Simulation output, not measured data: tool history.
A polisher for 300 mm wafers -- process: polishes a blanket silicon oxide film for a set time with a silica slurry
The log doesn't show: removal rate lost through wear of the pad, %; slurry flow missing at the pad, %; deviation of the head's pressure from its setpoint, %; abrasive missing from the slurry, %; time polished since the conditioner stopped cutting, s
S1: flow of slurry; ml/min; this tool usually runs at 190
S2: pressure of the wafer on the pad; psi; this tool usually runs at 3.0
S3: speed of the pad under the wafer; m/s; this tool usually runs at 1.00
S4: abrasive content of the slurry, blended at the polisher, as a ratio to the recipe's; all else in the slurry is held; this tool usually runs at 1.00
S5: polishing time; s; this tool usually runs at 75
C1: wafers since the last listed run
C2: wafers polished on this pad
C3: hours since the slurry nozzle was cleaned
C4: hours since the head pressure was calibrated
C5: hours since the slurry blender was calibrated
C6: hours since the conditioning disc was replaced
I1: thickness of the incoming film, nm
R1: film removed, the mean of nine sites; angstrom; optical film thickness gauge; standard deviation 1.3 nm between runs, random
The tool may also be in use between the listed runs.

Run 1, hour 0.0: usual settings; C1 0; C2 547; C3 8.7; C4 1168.7; C5 181.6; C6 14.3; I1 1550.0. Result: R1 1305 angstrom.
Run 2, hour 15.3: usual settings but S4 0.85, S5 60 s; C1 101; C2 648; C3 24.0; C4 1184.0; C5 196.9; C6 29.6; I1 1564.8. Result: R1 987 angstrom.
At hour 22.5: head pressure recalibrated.
Run 3, hour 25.9: usual settings but S3 0.86 m/s; C1 56; C2 705; C3 34.6; C4 3.4; C5 207.5; C6 40.2; I1 1554.6. Result: R1 1168 angstrom.
Run 4, hour 35.0: usual settings but S3 0.86 m/s; C1 60; C2 765; C3 43.7; C4 12.5; C5 216.6; C6 49.3; I1 1588.6. Result: R1 1130 angstrom.
At hour 43.3: worn pad replaced by a new one.
Run 5, hour 43.8: usual settings but S3 0.86 m/s; C1 31; C2 3; C3 52.5; C4 21.3; C5 225.4; C6 58.1; I1 1562.4. Result: R1 1123 angstrom.
Run 6, hour 58.4: usual settings but S1 205 ml/min; C1 96; C2 99; C3 67.1; C4 35.9; C5 240.0; C6 72.7; I1 1544.9. Result: R1 1297 angstrom.
Run 7, hour 69.2: usual settings but S1 205 ml/min; C1 71; C2 171; C3 77.9; C4 46.7; C5 250.8; C6 83.5; I1 1576.2. Result: R1 1264 angstrom.
Run 8, hour 76.7: usual settings but S1 205 ml/min; C1 49; C2 221; C3 85.4; C4 54.2; C5 258.3; C6 91.0; I1 1570.2. Result: R1 1263 angstrom.
Run 9, hour 90.3: usual settings but S2 3.4 psi, S3 1.16 m/s, S5 53 s; C1 90; C2 311; C3 99.0; C4 67.8; C5 271.9; C6 104.6; I1 1556.8. Result: R1 1119 angstrom.
Run 10, hour 100.0: usual settings but S2 3.3 psi, S5 53 s; C1 64; C2 375; C3 108.7; C4 77.5; C5 281.6; C6 114.3; I1 1534.1. Result: R1 950 angstrom.
At hour 108.4: slurry blender recalibrated.
Run 11, hour 108.9: usual settings but S3 0.76 m/s; C1 45; C2 421; C3 117.6; C4 86.4; C5 0.5; C6 123.2; I1 1529.1. Result: R1 1053 angstrom.
Run 12, hour 116.4: usual settings but S1 250 ml/min, S3 0.78 m/s, S5 59 s; C1 49; C2 470; C3 125.1; C4 93.9; C5 8.0; C6 130.7; I1 1549.9. Result: R1 869 angstrom.
Run 13, hour 132.8: usual settings; C1 108; C2 579; C3 141.5; C4 110.3; C5 24.4; C6 147.1; I1 1552.4. Result: R1 1332 angstrom.
Run 14, hour 142.5: usual settings; C1 64; C2 643; C3 151.2; C4 120.0; C5 34.1; C6 156.8; I1 1539.6. Result: R1 1311 angstrom.
Run 15, hour 155.0: usual settings but S2 2.2 psi, S3 0.78 m/s, S4 0.75; C1 82; C2 726; C3 163.7; C4 132.5; C5 46.6; C6 169.3; I1 1551.5. Result: R1 715 angstrom.
At hour 167.5: worn pad replaced by a new one.
Run 16, hour 168.1: usual settings but S1 210 ml/min; C1 60; C2 4; C3 176.8; C4 145.6; C5 59.7; C6 182.4; I1 1563.6. Result: R1 1328 angstrom.
Run 17, hour 178.4: usual settings but S1 245 ml/min, S2 2.3 psi, S3 1.14 m/s, S5 50 s; C1 68; C2 72; C3 187.1; C4 155.9; C5 70.0; C6 192.7; I1 1566.2. Result: R1 768 angstrom.
Run 18, hour 190.9: usual settings but S3 0.84 m/s, S5 64 s; C1 82; C2 155; C3 199.6; C4 168.4; C5 82.5; C6 205.2; I1 1559.4. Result: R1 977 angstrom.
Run 19, hour 200.8: usual settings; C1 65; C2 220; C3 209.5; C4 178.3; C5 92.4; C6 215.1; I1 1529.2. Result: R1 1290 angstrom.
Run 20, hour 208.9: usual settings but S2 4.0 psi, S5 99 s; C1 53; C2 274; C3 217.6; C4 186.4; C5 100.5; C6 223.2; I1 1578.1. Result: R1 2262 angstrom.
Run 21, hour 216.0: usual settings; C1 47; C2 321; C3 224.7; C4 193.5; C5 107.6; C6 230.3; I1 1588.6. Result: R1 1294 angstrom.
Run 22, hour 225.1: usual settings but S3 0.76 m/s, S4 1.20; C1 60; C2 381; C3 233.8; C4 202.6; C5 116.7; C6 239.4; I1 1550.8. Result: R1 1110 angstrom.
Run 23, hour 231.6: usual settings but S4 1.10, S5 91 s; C1 43; C2 425; C3 240.3; C4 209.1; C5 123.2; C6 245.9; I1 1573.3. Result: R1 1629 angstrom.
Run 24, hour 240.2: usual settings but S5 65 s; C1 56; C2 482; C3 248.9; C4 217.7; C5 131.8; C6 254.5; I1 1574.9. Result: R1 1125 angstrom.
Run 25, hour 252.2: usual settings but S3 0.72 m/s, S4 0.85; C1 79; C2 561; C3 260.9; C4 229.7; C5 143.8; C6 266.5; I1 1549.4. Result: R1 950 angstrom.

Hidden state at the last listed run before each entry between runs and at the first one after, where it differs:
Runs 2 to 3: head pressure recalibrated (hour 22.5)
  abrasive missing from the slurry, %: 15.4 -> 16.7
  what was measured, less what the result would be without the hidden state, R1: -47 -> -59 angstrom
Runs 4 to 5: worn pad replaced by a new one (hour 43.3)
  abrasive missing from the slurry, %: 18 -> 19.2
  what was measured, less what the result would be without the hidden state, R1: -62 -> -66 angstrom
Runs 10 to 11: slurry blender recalibrated (hour 108.4)
  abrasive missing from the slurry, %: 28.1 -> 8.22
  what was measured, less what the result would be without the hidden state, R1: -87 -> -25 angstrom
Runs 15 to 16: worn pad replaced by a new one (hour 167.5)
  abrasive missing from the slurry, %: 8.91 -> 9.34
  what was measured, less what the result would be without the hidden state, R1: -20 -> -35 angstrom
